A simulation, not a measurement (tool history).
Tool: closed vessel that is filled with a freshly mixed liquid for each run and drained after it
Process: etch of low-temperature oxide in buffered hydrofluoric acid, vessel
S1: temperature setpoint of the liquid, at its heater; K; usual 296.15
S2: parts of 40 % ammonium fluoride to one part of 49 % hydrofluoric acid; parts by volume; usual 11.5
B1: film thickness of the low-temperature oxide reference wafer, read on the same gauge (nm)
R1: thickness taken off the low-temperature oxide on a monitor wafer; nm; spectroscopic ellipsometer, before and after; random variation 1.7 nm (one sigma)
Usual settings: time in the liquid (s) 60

run 1 hour=0.0 | S1=299.65 S2=11.5 time_in_the_liquid_(s)=60 | B1=79.97 | R1=198.36
run 2 hour=33.6 | S1=299.65 S2=11.5 time_in_the_liquid_(s)=60 | B1=80.00 | R1=198.58
run 3 hour=48.0 | S1=299.65 S2=11.5 time_in_the_liquid_(s)=60 | B1=79.96 | R1=193.93
run 4 hour=60.5 | S1=296.15 S2=11.5 time_in_the_liquid_(s)=60 | B1=80.00 | R1=162.93
run 5 hour=74.2 | S1=296.15 S2=11.5 time_in_the_liquid_(s)=60 | B1=79.99 | R1=162.45
run 6 hour=94.3 | S1=296.15 S2=11.5 time_in_the_liquid_(s)=60 | B1=80.01 | R1=161.44
run 7 hour=111.5 | S1=296.15 S2=9.5 time_in_the_liquid_(s)=60 | B1=80.01 | R1=192.07
run 8 hour=137.7 | S1=296.15 S2=11.5 time_in_the_liquid_(s)=60 | B1=79.98 | R1=157.78
run 9 hour=164.0 | S1=296.15 S2=11.5 time_in_the_liquid_(s)=60 | B1=79.99 | R1=160.87
run 10 hour=196.1 | S1=296.15 S2=11.5 time_in_the_liquid_(s)=60 | B1=79.96 | R1=157.12
-- hour=268.4 gauge calibrated
run 11 hour=303.0 | S1=296.15 S2=11.5 time_in_the_liquid_(s)=50 | B1=80.02 | R1=128.19
run 12 hour=333.7 | S1=296.15 S2=11.5 time_in_the_liquid_(s)=50 | B1=80.01 | R1=129.03
-- hour=352.0 thermometer replaced
run 13 hour=366.0 | S1=296.15 S2=11.5 time_in_the_liquid_(s)=60 | B1=80.03 | R1=176.88
-- hour=397.0 hydrofluoric acid flow meter replaced
run 14 hour=398.6 | S1=296.15 S2=11.5 time_in_the_liquid_(s)=60 | B1=80.01 | R1=191.55
run 15 hour=429.1 | S1=299.15 S2=7.0 time_in_the_liquid_(s)=50 | B1=79.99 | R1=299.90
run 16 hour=449.2 | S1=296.15 S2=10.0 time_in_the_liquid_(s)=60 | B1=80.00 | R1=218.45
run 17 hour=471.7 | S1=293.15 S2=9.0 time_in_the_liquid_(s)=35 | B1=79.97 | R1=116.19
run 18 hour=486.8 | S1=297.65 S2=14.0 time_in_the_liquid_(s)=30 | B1=79.97 | R1=84.51
run 19 hour=511.2 | S1=293.65 S2=12.5 time_in_the_liquid_(s)=80 | B1=80.02 | R1=200.42
run 20 hour=529.8 | S1=299.15 S2=7.5 time_in_the_liquid_(s)=75 | B1=79.99 | R1=415.69
run 21 hour=559.7 | S1=293.15 S2=15.5 time_in_the_liquid_(s)=30 | B1=80.02 | R1=57.76
run 22 hour=583.4 | S1=296.15 S2=11.5 time_in_the_liquid_(s)=60 | B1=80.01 | R1=185.92
run 23 hour=601.4 | S1=296.15 S2=11.5 time_in_the_liquid_(s)=60 | B1=80.02 | R1=181.87
run 24 hour=633.9 | S1=296.15 S2=11.5 time_in_the_liquid_(s)=60 | B1=80.01 | R1=183.00
run 25 hour=662.9 | S1=297.65 S2=11.5 time_in_the_liquid_(s)=75 | B1=79.98 | R1=248.69
run 26 hour=696.5 | S1=291.15 S2=11.5 time_in_the_liquid_(s)=70 | B1=80.02 | R1=159.13
run 27 hour=727.0 | S1=296.15 S2=14.0 time_in_the_liquid_(s)=60 | B1=80.02 | R1=147.69
run 28 hour=752.6 | S1=296.15 S2=11.5 time_in_the_liquid_(s)=85 | B1=79.99 | R1=258.76

Forecast each of these 3 alternatives for the next run:
run A hour=753.3 | S1=296.15 S2=11.5 time_in_the_liquid_(s)=60 | B1=? | R1=?
run B hour=753.3 | S1=294.65 S2=13.0 time_in_the_liquid_(s)=60 | B1=? | R1=?
run C hour=753.3 | S1=300.65 S2=14.5 time_in_the_liquid_(s)=30 | B1=? | R1=?

run=A B1=80.04 R1=180.37
run=B B1=80.04 R1=147.15
run=C B1=80.04 R1=91.87
Without the tool's hidden state the same runs would have given:
run=A R1=197.98
run=B R1=161.65
run=C R1=100.67

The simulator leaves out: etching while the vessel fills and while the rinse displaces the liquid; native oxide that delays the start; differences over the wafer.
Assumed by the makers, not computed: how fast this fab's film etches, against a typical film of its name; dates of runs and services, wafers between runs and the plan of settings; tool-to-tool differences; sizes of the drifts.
